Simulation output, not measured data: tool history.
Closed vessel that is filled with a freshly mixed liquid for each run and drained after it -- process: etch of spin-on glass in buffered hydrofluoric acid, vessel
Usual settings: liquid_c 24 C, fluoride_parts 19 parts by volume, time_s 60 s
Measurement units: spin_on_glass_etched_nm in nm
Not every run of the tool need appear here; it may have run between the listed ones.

run	hour	liquid_c	fluoride_parts	time_s	read-back film thickness of the spin-on glass reference wafer, read on the same gauge (nm)	spin_on_glass_etched_nm
1	0	24	19	60	70.02	165.17
2	101.4	24	19	80	70.02	221.25
3	244.8	20.5	16	60	69.99	161.49
4	296.6	24	19	60	69.99	165.29
5	501.7	24	19	60	69.98	167.08
# hour 515.3: hydrofluoric acid flow meter replaced
# hour 537.4: thermometer replaced
6	559.7	24	19	60	70.03	166.06
7	631.4	24	19	60	69.97	165.77
8	699.1	24	19	60	69.97	165.44
9	756	24	19	75	70.01	206.29
10	782	24	19	60	70.02	165.82
11	810.1	26	15	90	70.01	347.61
# hour 963.2: gauge calibrated
12	993.3	24	16.5	40	70.01	126.31
13	1029.5	26.5	22.5	30	70	82.28
14	1086.3	26	19	45	69.99	137.46
15	1154.2	24	19	60	69.99	166.2
16	1217.2	24	12.5	50	70.02	209.9
17	1280.4	24	12	60	69.98	260.16
18	1308.9	21	23	70	70.01	142.62
19	1346.2	22.5	23	60	70.03	129.9
20	1401.3	24	13.5	60	69.99	230.81
21	1446.1	24	19	80	69.99	221.72

5 ways to go on from here, each from the tool as it stands after run 21. What would each give?
A	1446.8	24	19	60	?	?
B	1446.8	21	23.5	45	?	?
C	1446.8	24	26	40	?	?
D	1446.8	24	19	40	?	?
E	1446.8	19	19	80	?	?

run	read-back film thickness of the spin-on glass reference wafer, read on the same gauge (nm)	spin_on_glass_etched_nm
A	70	166.05
B	70	89.74
C	70	87.85
D	70	110.7
E	70	167.66
Stripped of hidden state, with their random variation kept, the same runs would have yielded:
run	spin_on_glass_etched_nm
A	166.05
B	89.74
C	87.85
D	110.7
E	167.66
